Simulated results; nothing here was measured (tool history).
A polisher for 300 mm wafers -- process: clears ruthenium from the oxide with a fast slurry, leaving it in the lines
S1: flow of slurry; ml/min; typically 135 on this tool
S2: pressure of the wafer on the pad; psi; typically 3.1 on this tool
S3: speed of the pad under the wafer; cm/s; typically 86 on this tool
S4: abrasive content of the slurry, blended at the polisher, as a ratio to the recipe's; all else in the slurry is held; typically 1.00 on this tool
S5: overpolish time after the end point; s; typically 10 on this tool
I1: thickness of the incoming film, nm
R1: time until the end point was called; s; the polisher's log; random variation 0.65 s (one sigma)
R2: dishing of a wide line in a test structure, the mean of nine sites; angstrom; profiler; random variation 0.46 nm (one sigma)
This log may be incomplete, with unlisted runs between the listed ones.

run 1 hour=0.0 | S1=135 S2=3.1 S3=86 S4=1.00 S5=10 | I1=181.2 | R1=50.6 R2=297
run 2 hour=18.3 | S1=135 S2=3.1 S3=86 S4=1.00 S5=10 | I1=182.7 | R1=53.6 R2=296
-- hour=34.2 worn pad replaced by a new one
-- hour=46.0 slurry blender recalibrated
run 3 hour=49.3 | S1=135 S2=3.1 S3=86 S4=1.00 S5=10 | I1=179.6 | R1=45.6 R2=334
run 4 hour=77.0 | S1=135 S2=3.7 S3=86 S4=1.15 S5=10 | I1=182.5 | R1=36.1 R2=416
run 5 hour=101.9 | S1=135 S2=3.7 S3=86 S4=1.15 S5=10 | I1=177.7 | R1=35.4 R2=412
-- hour=127.5 head pressure recalibrated
run 6 hour=133.6 | S1=135 S2=3.1 S3=86 S4=1.15 S5=10 | I1=182.4 | R1=45.1 R2=344
run 7 hour=168.6 | S1=135 S2=3.1 S3=86 S4=1.00 S5=10 | I1=177.5 | R1=48.1 R2=306
-- hour=237.7 worn pad replaced by a new one
run 8 hour=259.2 | S1=135 S2=3.1 S3=86 S4=1.00 S5=10 | I1=179.1 | R1=45.6 R2=338
run 9 hour=284.2 | S1=105 S2=3.1 S3=110 S4=1.25 S5=12 | I1=181.7 | R1=32.8 R2=522
run 10 hour=298.0 | S1=150 S2=3.7 S3=108 S4=1.00 S5=12 | I1=181.1 | R1=30.9 R2=548
run 11 hour=321.6 | S1=105 S2=2.7 S3=102 S4=1.00 S5=12 | I1=179.9 | R1=47.8 R2=378
-- hour=332.7 slurry nozzle cleaned
run 12 hour=347.6 | S1=135 S2=3.1 S3=86 S4=1.15 S5=5 | I1=182.6 | R1=44.1 R2=175
run 13 hour=368.4 | S1=135 S2=2.6 S3=86 S4=1.25 S5=10 | I1=180.7 | R1=51.6 R2=297
run 14 hour=389.2 | S1=135 S2=3.1 S3=86 S4=1.00 S5=10 | I1=177.3 | R1=48.9 R2=316
run 15 hour=405.2 | S1=135 S2=3.1 S3=86 S4=1.00 S5=10 | I1=179.0 | R1=49.3 R2=300
run 16 hour=434.5 | S1=135 S2=3.1 S3=86 S4=1.00 S5=10 | I1=177.2 | R1=49.3 R2=303
run 17 hour=463.3 | S1=135 S2=3.1 S3=108 S4=1.10 S5=10 | I1=181.7 | R1=38.9 R2=387
-- hour=469.0 slurry blender recalibrated
-- hour=478.5 worn pad replaced by a new one
run 18 hour=484.8 | S1=175 S2=3.1 S3=86 S4=1.00 S5=10 | I1=177.8 | R1=43.7 R2=345
run 19 hour=513.5 | S1=135 S2=3.1 S3=86 S4=1.00 S5=10 | I1=180.6 | R1=46.1 R2=324
run 20 hour=546.3 | S1=135 S2=3.1 S3=86 S4=1.00 S5=6 | I1=176.4 | R1=46.3 R2=199
run 21 hour=560.2 | S1=135 S2=3.1 S3=86 S4=1.10 S5=10 | I1=179.0 | R1=45.2 R2=330
run 22 hour=591.4 | S1=135 S2=3.1 S3=86 S4=0.85 S5=10 | I1=181.7 | R1=56.2 R2=280
run 23 hour=607.4 | S1=115 S2=3.1 S3=98 S4=1.00 S5=7 | I1=178.6 | R1=43.7 R2=243
run 24 hour=637.2 | S1=170 S2=4.0 S3=102 S4=1.25 S5=10 | I1=179.4 | R1=27.2 R2=514
run 25 hour=665.3 | S1=95 S2=3.1 S3=68 S4=1.00 S5=10 | I1=179.7 | R1=67.4 R2=231
-- hour=700.9 worn pad replaced by a new one
run 26 hour=701.4 | S1=165 S2=3.1 S3=70 S4=1.10 S5=5 | I1=181.5 | R1=50.7 R2=154
run 27 hour=724.4 | S1=135 S2=3.1 S3=86 S4=1.15 S5=10 | I1=180.0 | R1=42.7 R2=360
run 28 hour=749.2 | S1=135 S2=3.1 S3=86 S4=0.90 S5=10 | I1=178.9 | R1=48.6 R2=299
run 29 hour=769.0 | S1=135 S2=3.1 S3=86 S4=1.00 S5=10 | I1=181.2 | R1=46.3 R2=324

Predict each of these 3 candidate next runs independently; none follows another, all start after run 29:
run A hour=769.4 | S1=135 S2=3.9 S3=86 S4=1.00 S5=10 | I1=178.8 | R1=? R2=?
run B hour=769.4 | S1=145 S2=3.1 S3=86 S4=1.10 S5=10 | I1=178.8 | R1=? R2=?
run C hour=769.4 | S1=135 S2=3.1 S3=62 S4=1.00 S5=10 | I1=178.8 | R1=? R2=?

run=A R1=36.6 R2=401
run=B R1=42.9 R2=347
run=C R1=63.8 R2=239
With the hidden condition removed and each run's random variation left untouched, the same runs would have given:
run=A R1=34.7 R2=420
run=B R1=40.8 R2=363
run=C R1=60.6 R2=251
